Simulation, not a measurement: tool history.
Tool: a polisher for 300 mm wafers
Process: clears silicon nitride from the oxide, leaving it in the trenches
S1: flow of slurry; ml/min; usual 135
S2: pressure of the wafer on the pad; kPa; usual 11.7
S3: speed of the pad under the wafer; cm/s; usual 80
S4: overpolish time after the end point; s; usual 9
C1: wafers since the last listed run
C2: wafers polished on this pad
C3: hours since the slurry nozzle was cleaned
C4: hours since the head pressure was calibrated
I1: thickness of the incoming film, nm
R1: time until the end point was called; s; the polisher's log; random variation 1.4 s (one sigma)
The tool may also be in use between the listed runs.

run 1 hour=0 | S1=135 S2=11.7 S3=80 S4=9 | C1=0 C2=989 C3=56.4 C4=301.3 | I1=44.7 | R1=112.3
run 2 hour=20.1 | S1=135 S2=11.7 S3=80 S4=9 | C1=208 C2=1198 C3=76.5 C4=321.4 | I1=44.8 | R1=113.1
run 3 hour=53 | S1=135 S2=11.7 S3=80 S4=9 | C1=341 C2=1540 C3=109.4 C4=354.3 | I1=44.9 | R1=111.8
-- hour=67.5 head pressure recalibrated
run 4 hour=80.4 | S1=135 S2=11.7 S3=80 S4=9 | C1=264 C2=1804 C3=136.8 C4=12.9 | I1=45.1 | R1=111.5
-- hour=101.3 worn pad replaced by a new one
run 5 hour=111.3 | S1=145 S2=14.5 S3=80 S4=9 | C1=279 C2=103 C3=167.7 C4=43.8 | I1=45.6 | R1=91.8
run 6 hour=137.3 | S1=135 S2=11.7 S3=80 S4=6 | C1=270 C2=374 C3=193.7 C4=69.8 | I1=45.2 | R1=115.7
run 7 hour=164.8 | S1=135 S2=11.7 S3=80 S4=9 | C1=285 C2=659 C3=221.2 C4=97.3 | I1=45.6 | R1=117.1
run 8 hour=183.5 | S1=135 S2=11.7 S3=80 S4=9 | C1=194 C2=854 C3=239.9 C4=116 | I1=44.8 | R1=114.7
run 9 hour=204.8 | S1=135 S2=11.7 S3=80 S4=9 | C1=221 C2=1075 C3=261.2 C4=137.3 | I1=45.3 | R1=116.9
run 10 hour=239.7 | S1=135 S2=11.7 S3=80 S4=9 | C1=362 C2=1438 C3=296.1 C4=172.2 | I1=45 | R1=114
run 11 hour=270.4 | S1=135 S2=11.7 S3=80 S4=9 | C1=319 C2=1757 C3=326.8 C4=202.9 | I1=45.1 | R1=115.8
run 12 hour=283.1 | S1=160 S2=11.7 S3=80 S4=9 | C1=132 C2=1889 C3=339.5 C4=215.6 | I1=45.8 | R1=114.2
-- hour=291.9 worn pad replaced by a new one
run 13 hour=313.8 | S1=160 S2=11.7 S3=80 S4=9 | C1=277 C2=227 C3=370.2 C4=246.3 | I1=44.8 | R1=114.3
run 14 hour=337.8 | S1=135 S2=11.7 S3=88 S4=6 | C1=249 C2=476 C3=394.2 C4=270.3 | I1=45.1 | R1=108.6
run 15 hour=349.9 | S1=135 S2=11.7 S3=88 S4=6 | C1=125 C2=602 C3=406.3 C4=282.4 | I1=45.4 | R1=110.1
run 16 hour=380.9 | S1=135 S2=11.7 S3=80 S4=9 | C1=322 C2=924 C3=437.3 C4=313.4 | I1=44.8 | R1=118.5
run 17 hour=404.9 | S1=135 S2=11.7 S3=80 S4=9 | C1=249 C2=1174 C3=461.3 C4=337.4 | I1=45.1 | R1=119.9
run 18 hour=425.5 | S1=135 S2=11.7 S3=80 S4=9 | C1=214 C2=1388 C3=481.9 C4=358 | I1=45.5 | R1=118.4
run 19 hour=453.1 | S1=135 S2=11.7 S3=80 S4=9 | C1=286 C2=1675 C3=509.5 C4=385.6 | I1=45.3 | R1=120.4
run 20 hour=468.5 | S1=135 S2=11.7 S3=80 S4=9 | C1=160 C2=1835 C3=524.9 C4=401 | I1=44.6 | R1=120.2
-- hour=478.2 head pressure recalibrated
-- hour=495.2 worn pad replaced by a new one
run 21 hour=496.9 | S1=160 S2=13.1 S3=80 S4=9 | C1=232 C2=17 C3=553.3 C4=18.7 | I1=44.5 | R1=104.3
run 22 hour=521.8 | S1=95 S2=15.2 S3=70 S4=9 | C1=258 C2=276 C3=578.2 C4=43.6 | I1=45.4 | R1=119.2
run 23 hour=557.7 | S1=120 S2=13.1 S3=102 S4=7 | C1=373 C2=649 C3=614.1 C4=79.5 | I1=45 | R1=93.8
run 24 hour=571.1 | S1=150 S2=9.7 S3=52 S4=7 | C1=139 C2=788 C3=627.5 C4=92.9 | I1=44.6 | R1=201
run 25 hour=604.6 | S1=135 S2=11.7 S3=80 S4=9 | C1=348 C2=1137 C3=661 C4=126.4 | I1=45.2 | R1=125.9
run 26 hour=634 | S1=100 S2=11.7 S3=70 S4=11 | C1=305 C2=1442 C3=690.4 C4=155.8 | I1=44.9 | R1=155.3
-- hour=655.7 slurry nozzle cleaned
run 27 hour=660.5 | S1=135 S2=11.7 S3=80 S4=9 | C1=265 C2=1707 C3=4.8 C4=182.3 | I1=44.8 | R1=111.4
-- hour=686.2 worn pad replaced by a new one
run 28 hour=695.2 | S1=95 S2=8.3 S3=80 S4=9 | C1=319 C2=93 C3=39.5 C4=217 | I1=45.3 | R1=174
run 29 hour=727.7 | S1=135 S2=11.7 S3=80 S4=9 | C1=337 C2=431 C3=72 C4=249.5 | I1=44.4 | R1=112.1
run 30 hour=760.6 | S1=160 S2=11.7 S3=80 S4=9 | C1=341 C2=773 C3=104.9 C4=282.4 | I1=44.5 | R1=109.4
run 31 hour=782.4 | S1=110 S2=11.7 S3=98 S4=13 | C1=226 C2=999 C3=126.7 C4=304.2 | I1=44.9 | R1=101.1
run 32 hour=811.2 | S1=100 S2=15.2 S3=80 S4=6 | C1=299 C2=1299 C3=155.5 C4=333 | I1=45.3 | R1=97.4
run 33 hour=832.5 | S1=135 S2=11.7 S3=72 S4=9 | C1=221 C2=1520 C3=176.8 C4=354.3 | I1=45.3 | R1=125.3
run 34 hour=857.5 | S1=135 S2=11.7 S3=80 S4=9 | C1=259 C2=1780 C3=201.8 C4=379.3 | I1=44.8 | R1=116.3
run 35 hour=870.8 | S1=110 S2=9.7 S3=88 S4=6 | C1=138 C2=1918 C3=215.1 C4=392.6 | I1=45.4 | R1=137.9
-- hour=883.3 worn pad replaced by a new one
run 36 hour=891.8 | S1=135 S2=11.7 S3=80 S4=11 | C1=176 C2=88 C3=236.1 C4=413.6 | I1=44.5 | R1=115.4
-- hour=908.3 head pressure recalibrated
run 37 hour=918.1 | S1=170 S2=11.7 S3=104 S4=4 | C1=252 C2=340 C3=262.4 C4=9.8 | I1=44.3 | R1=87.3

The same runs without the tool's hidden state, with the same run-to-run variation:
The hidden state here: removal rate lost through wear of the pad, %; slurry flow missing at the pad, %; deviation of the head's pressure from its setpoint, %.
run=1 R1=111.5
run=2 R1=112
run=3 R1=110.3
run=4 R1=109.6
run=5 R1=90.1
run=6 R1=112.9
run=7 R1=113.8
run=8 R1=111.2
run=9 R1=113
run=10 R1=109.6
run=11 R1=110.8
run=12 R1=109.8
run=13 R1=109.4
run=14 R1=102.7
run=15 R1=103.9
run=16 R1=111.2
run=17 R1=112
run=18 R1=110.2
run=19 R1=111.4
run=20 R1=110.8
run=21 R1=96.8
run=22 R1=105
run=23 R1=83.8
run=24 R1=182.7
run=25 R1=112.4
run=26 R1=132.5
run=27 R1=110.9
run=28 R1=171.9
run=29 R1=110.7
run=30 R1=107.9
run=31 R1=98.7
run=32 R1=94.5
run=33 R1=122
run=34 R1=112.9
run=35 R1=132.8
run=36 R1=111.5
run=37 R1=84.6

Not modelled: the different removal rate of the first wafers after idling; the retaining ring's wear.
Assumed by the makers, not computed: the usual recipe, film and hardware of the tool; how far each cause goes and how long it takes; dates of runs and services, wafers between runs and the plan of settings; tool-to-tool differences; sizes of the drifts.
